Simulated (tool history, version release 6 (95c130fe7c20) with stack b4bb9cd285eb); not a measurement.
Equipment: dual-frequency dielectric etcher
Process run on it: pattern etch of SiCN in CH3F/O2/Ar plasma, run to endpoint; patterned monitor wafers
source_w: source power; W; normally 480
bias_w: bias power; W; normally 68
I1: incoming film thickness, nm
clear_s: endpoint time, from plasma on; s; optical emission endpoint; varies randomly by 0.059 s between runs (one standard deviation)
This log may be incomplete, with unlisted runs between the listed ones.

{"run": 1, "hour": 0.0, "source_w": 480, "bias_w": 68, "I1": 7.62, "clear_s": 19.8}
{"run": 2, "hour": 33.8, "source_w": 480, "bias_w": 57, "I1": 7.59, "clear_s": 20.8}
{"run": 3, "hour": 58.8, "source_w": 480, "bias_w": 57, "I1": 7.51, "clear_s": 20.5}
{"run": 4, "hour": 83.3, "source_w": 480, "bias_w": 68, "I1": 7.61, "clear_s": 19.7}
{"hour": 90.6, "done": "bias power generator calibrated"}
{"run": 5, "hour": 110.7, "source_w": 480, "bias_w": 64, "I1": 7.61, "clear_s": 20.1}
{"run": 6, "hour": 126.4, "source_w": 480, "bias_w": 64, "I1": 7.63, "clear_s": 20.0}
{"run": 7, "hour": 162.0, "source_w": 480, "bias_w": 68, "I1": 7.63, "clear_s": 19.8}
{"run": 8, "hour": 183.1, "source_w": 400, "bias_w": 68, "I1": 7.57, "clear_s": 20.4}
{"run": 9, "hour": 207.6, "source_w": 480, "bias_w": 68, "I1": 7.55, "clear_s": 19.5}
{"run": 10, "hour": 240.6, "source_w": 480, "bias_w": 68, "I1": 7.58, "clear_s": 19.7}
{"hour": 288.8, "done": "upper electrode replaced"}
{"run": 11, "hour": 289.3, "source_w": 480, "bias_w": 68, "I1": 7.64, "clear_s": 19.7}
{"run": 12, "hour": 302.4, "source_w": 590, "bias_w": 84, "I1": 7.66, "clear_s": 17.6}
{"run": 13, "hour": 335.7, "source_w": 480, "bias_w": 68, "I1": 7.56, "clear_s": 19.5}
{"run": 14, "hour": 359.0, "source_w": 360, "bias_w": 59, "I1": 7.63, "clear_s": 21.9}
{"run": 15, "hour": 390.9, "source_w": 480, "bias_w": 85, "I1": 7.68, "clear_s": 18.6}
{"run": 16, "hour": 405.6, "source_w": 480, "bias_w": 68, "I1": 7.61, "clear_s": 19.6}
{"hour": 439.1, "done": "wet clean of the chamber"}
{"run": 17, "hour": 439.6, "source_w": 430, "bias_w": 53, "I1": 7.66, "clear_s": 21.9}
{"run": 18, "hour": 448.2, "source_w": 480, "bias_w": 68, "I1": 7.56, "clear_s": 19.6}
{"run": 19, "hour": 474.1, "source_w": 590, "bias_w": 84, "I1": 7.63, "clear_s": 17.8}
{"hour": 481.3, "done": "source power generator calibrated"}
{"run": 20, "hour": 493.5, "source_w": 590, "bias_w": 56, "I1": 7.6, "clear_s": 19.8}
{"run": 21, "hour": 520.1, "source_w": 510, "bias_w": 78, "I1": 7.61, "clear_s": 18.7}
{"run": 22, "hour": 532.6, "source_w": 480, "bias_w": 68, "I1": 7.53, "clear_s": 19.7}
{"run": 23, "hour": 546.0, "source_w": 480, "bias_w": 64, "I1": 7.53, "clear_s": 20.0}
{"run": 24, "hour": 581.7, "source_w": 510, "bias_w": 57, "I1": 7.64, "clear_s": 20.5}
{"run": 25, "hour": 614.6, "source_w": 550, "bias_w": 57, "I1": 7.6, "clear_s": 20.0}
{"run": 26, "hour": 645.3, "source_w": 480, "bias_w": 68, "I1": 7.61, "clear_s": 19.8}
{"run": 27, "hour": 679.1, "source_w": 580, "bias_w": 57, "I1": 7.57, "clear_s": 19.4}
{"run": 28, "hour": 701.0, "source_w": 530, "bias_w": 54, "I1": 7.64, "clear_s": 20.6}
{"run": 29, "hour": 724.6, "source_w": 380, "bias_w": 59, "I1": 7.57, "clear_s": 21.6}
{"run": 30, "hour": 740.7, "source_w": 510, "bias_w": 82, "I1": 7.54, "clear_s": 18.1}
{"run": 31, "hour": 768.7, "source_w": 360, "bias_w": 60, "I1": 7.59, "clear_s": 21.6}
{"run": 32, "hour": 788.9, "source_w": 410, "bias_w": 56, "I1": 7.61, "clear_s": 21.5}
{"run": 33, "hour": 816.0, "source_w": 400, "bias_w": 75, "I1": 7.58, "clear_s": 19.8}
{"hour": 851.7, "done": "wet clean of the chamber"}
{"run": 34, "hour": 852.2, "source_w": 530, "bias_w": 73, "I1": 7.59, "clear_s": 18.9}
{"run": 35, "hour": 861.9, "source_w": 430, "bias_w": 53, "I1": 7.6, "clear_s": 21.5}

4 options for the next run, each taken on its own from the tool as it stands now. Forecast them:
{"run": "A", "hour": 862.3, "source_w": 480, "bias_w": 68, "I1": 7.6, "clear_s": "?"}
{"run": "B", "hour": 862.3, "source_w": 440, "bias_w": 68, "I1": 7.6, "clear_s": "?"}
{"run": "C", "hour": 862.3, "source_w": 550, "bias_w": 80, "I1": 7.6, "clear_s": "?"}
{"run": "D", "hour": 862.3, "source_w": 430, "bias_w": 82, "I1": 7.6, "clear_s": "?"}

run=A clear_s=19.8
run=B clear_s=20.2
run=C clear_s=18.3
run=D clear_s=19.3
What these runs would have given with no unlogged condition in the tool:
run=A clear_s=19.9
run=B clear_s=20.3
run=C clear_s=18.3
run=D clear_s=19.3
